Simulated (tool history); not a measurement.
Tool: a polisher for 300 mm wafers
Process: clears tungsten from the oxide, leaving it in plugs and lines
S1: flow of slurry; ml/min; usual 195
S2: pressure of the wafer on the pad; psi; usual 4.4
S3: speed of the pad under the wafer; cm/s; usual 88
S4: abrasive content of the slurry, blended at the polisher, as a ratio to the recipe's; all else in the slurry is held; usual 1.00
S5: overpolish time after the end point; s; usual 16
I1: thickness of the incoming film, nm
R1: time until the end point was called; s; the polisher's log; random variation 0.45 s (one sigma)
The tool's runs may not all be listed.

run     day   S1   S2  S3    S4  S5     I1    R1
  1   0.000  195  4.4  88  1.00  16  253.6  49.0
  2   1.767  195  4.4  88  1.00  16  250.8  47.7
      2.167  -- worn pad replaced by a new one
  3   3.879  195  4.4  88  1.00  21  247.8  48.3
     10.158  -- slurry tank refilled with fresh slurry and peroxide
  4  10.262  195  4.4  88  1.00  21  246.3  49.5
     12.846  -- slurry blender recalibrated
  5  15.100  195  4.4  88  1.00  21  249.9  51.0
     16.862  -- worn pad replaced by a new one
  6  17.071  250  4.4  88  1.00  16  251.2  48.5
  7  19.275  195  4.4  88  1.00  16  251.8  52.2
  8  20.675  195  4.4  88  1.00  16  248.4  51.6
     21.458  -- slurry tank refilled with fresh slurry and peroxide
  9  23.525  195  4.4  88  1.00  16  250.2  52.4
 10  24.708  195  4.4  88  1.00  16  248.1  52.2
 11  26.346  195  4.4  68  1.00  16  253.0  69.9
     26.608  -- slurry nozzle cleaned
     27.392  -- slurry blender recalibrated
 12  28.146  230  4.4  88  1.00  16  251.6  48.4
     29.208  -- worn pad replaced by a new one
 13  31.133  195  5.6  88  1.00  16  253.4  39.0
 14  32.296  195  3.9  88  1.00  16  250.7  54.8
     33.008  -- head pressure recalibrated
     33.275  -- slurry tank refilled with fresh slurry and peroxide
 15  34.838  175  3.7  88  1.00  16  245.7  57.2
 16  35.875  195  4.4  72  1.00   7  253.8  60.2
 17  38.500  195  4.4  88  1.00  16  248.3  48.7
     39.579  -- slurry blender recalibrated
 18  40.208  165  5.6  88  0.75  24  251.8  43.3
     40.417  -- worn pad replaced by a new one
 19  42.183  195  4.4  88  1.00  16  255.9  50.3
 20  44.671  255  4.4  88  1.00  16  248.3  47.3
     46.238  -- slurry tank refilled with fresh slurry and peroxide
 21  46.696  230  4.4  80  1.00  16  244.7  53.1
 22  48.738  150  4.4  88  1.00  21  251.0  54.8
 23  51.158  195  3.1  88  1.15  11  254.0  67.8
     52.958  -- slurry blender recalibrated
     54.408  -- worn pad replaced by a new one
 24  54.688  195  5.1  72  1.00  16  248.9  56.7
 25  56.000  195  4.4  88  1.00  16  249.0  53.2

5 ways to go on from here, each from the tool as it stands after run 25. What would each give?
  A  56.017  195  5.2   88  1.00  16  251.2   ?
  B  56.017  195  5.0  112  1.00  24  251.2   ?
  C  56.017  125  4.4   88  1.00  16  251.2   ?
  D  56.017  195  3.4  104  1.00  16  251.2   ?
  E  56.017  195  4.4  100  1.00  16  251.2   ?

run    R1
  A  46.0
  B  37.4
  C  61.5
  D  56.3
  E  46.9
Without the tool's hidden state the same runs would have given:
run    R1
  A  41.6
  B  33.9
  C  52.6
  D  50.9
  E  42.4
